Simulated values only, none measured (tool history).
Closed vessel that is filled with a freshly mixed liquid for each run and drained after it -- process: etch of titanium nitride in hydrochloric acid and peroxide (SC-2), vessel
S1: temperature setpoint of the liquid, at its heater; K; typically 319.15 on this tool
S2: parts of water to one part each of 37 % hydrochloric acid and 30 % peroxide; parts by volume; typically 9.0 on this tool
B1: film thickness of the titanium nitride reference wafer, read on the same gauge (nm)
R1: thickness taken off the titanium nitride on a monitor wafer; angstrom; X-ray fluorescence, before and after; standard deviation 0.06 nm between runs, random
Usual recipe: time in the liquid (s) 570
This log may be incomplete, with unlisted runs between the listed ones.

{"run": 1, "day": 0.0, "S1": 319.15, "S2": 9.0, "time in the liquid (s)": 460, "B1": 140.03, "R1": 108.7}
{"run": 2, "day": 2.117, "S1": 319.15, "S2": 9.0, "time in the liquid (s)": 460, "B1": 139.96, "R1": 110.2}
{"run": 3, "day": 3.329, "S1": 319.15, "S2": 9.0, "time in the liquid (s)": 460, "B1": 140.01, "R1": 110.5}
{"run": 4, "day": 5.462, "S1": 319.15, "S2": 9.0, "time in the liquid (s)": 570, "B1": 140.0, "R1": 137.4}
{"run": 5, "day": 8.25, "S1": 319.15, "S2": 9.0, "time in the liquid (s)": 570, "B1": 140.01, "R1": 138.4}
{"run": 6, "day": 9.767, "S1": 319.15, "S2": 9.0, "time in the liquid (s)": 570, "B1": 140.03, "R1": 138.2}
{"run": 7, "day": 12.283, "S1": 319.15, "S2": 9.0, "time in the liquid (s)": 570, "B1": 140.0, "R1": 137.7}
{"run": 8, "day": 13.438, "S1": 319.15, "S2": 9.0, "time in the liquid (s)": 570, "B1": 140.01, "R1": 138.3}
{"day": 13.933, "done": "gauge calibrated"}
{"day": 14.038, "done": "new drum of peroxide connected"}
{"run": 9, "day": 14.712, "S1": 319.15, "S2": 11.5, "time in the liquid (s)": 570, "B1": 140.03, "R1": 113.4}
{"run": 10, "day": 16.512, "S1": 319.15, "S2": 5.5, "time in the liquid (s)": 570, "B1": 140.01, "R1": 202.2}
{"run": 11, "day": 18.729, "S1": 324.15, "S2": 5.0, "time in the liquid (s)": 460, "B1": 140.0, "R1": 244.3}
{"run": 12, "day": 20.192, "S1": 309.65, "S2": 4.5, "time in the liquid (s)": 275, "B1": 139.99, "R1": 58.2}
{"run": 13, "day": 21.442, "S1": 319.15, "S2": 9.0, "time in the liquid (s)": 570, "B1": 139.99, "R1": 139.9}
{"day": 24.083, "done": "chemicals flow meter replaced"}
{"run": 14, "day": 24.204, "S1": 319.15, "S2": 9.0, "time in the liquid (s)": 570, "B1": 139.99, "R1": 136.2}
{"run": 15, "day": 26.071, "S1": 319.15, "S2": 13.5, "time in the liquid (s)": 725, "B1": 139.99, "R1": 122.7}
{"run": 16, "day": 28.721, "S1": 327.15, "S2": 5.0, "time in the liquid (s)": 725, "B1": 140.0, "R1": 466.2}
{"run": 17, "day": 29.908, "S1": 319.15, "S2": 9.0, "time in the liquid (s)": 775, "B1": 139.99, "R1": 187.8}
{"run": 18, "day": 31.025, "S1": 314.65, "S2": 9.0, "time in the liquid (s)": 740, "B1": 140.02, "R1": 131.8}
{"day": 32.062, "done": "thermometer replaced"}
{"run": 19, "day": 33.704, "S1": 322.15, "S2": 10.5, "time in the liquid (s)": 825, "B1": 140.0, "R1": 208.4}
{"day": 34.696, "done": "new drum of peroxide connected"}
{"run": 20, "day": 35.471, "S1": 315.15, "S2": 13.0, "time in the liquid (s)": 770, "B1": 140.01, "R1": 99.4}
{"run": 21, "day": 37.508, "S1": 325.15, "S2": 5.5, "time in the liquid (s)": 245, "B1": 139.98, "R1": 126.4}
{"run": 22, "day": 39.004, "S1": 319.15, "S2": 9.0, "time in the liquid (s)": 570, "B1": 139.97, "R1": 133.5}

Run 23 is up next; what results do you expect?
{"run": 23, "day": 41.046, "S1": 323.65, "S2": 9.0, "time in the liquid (s)": 285, "B1": "?", "R1": "?"}

B1: 140.00
R1: 90.3 angstrom
With no hidden state in the tool, this same run would have given R1 88.9 angstrom.
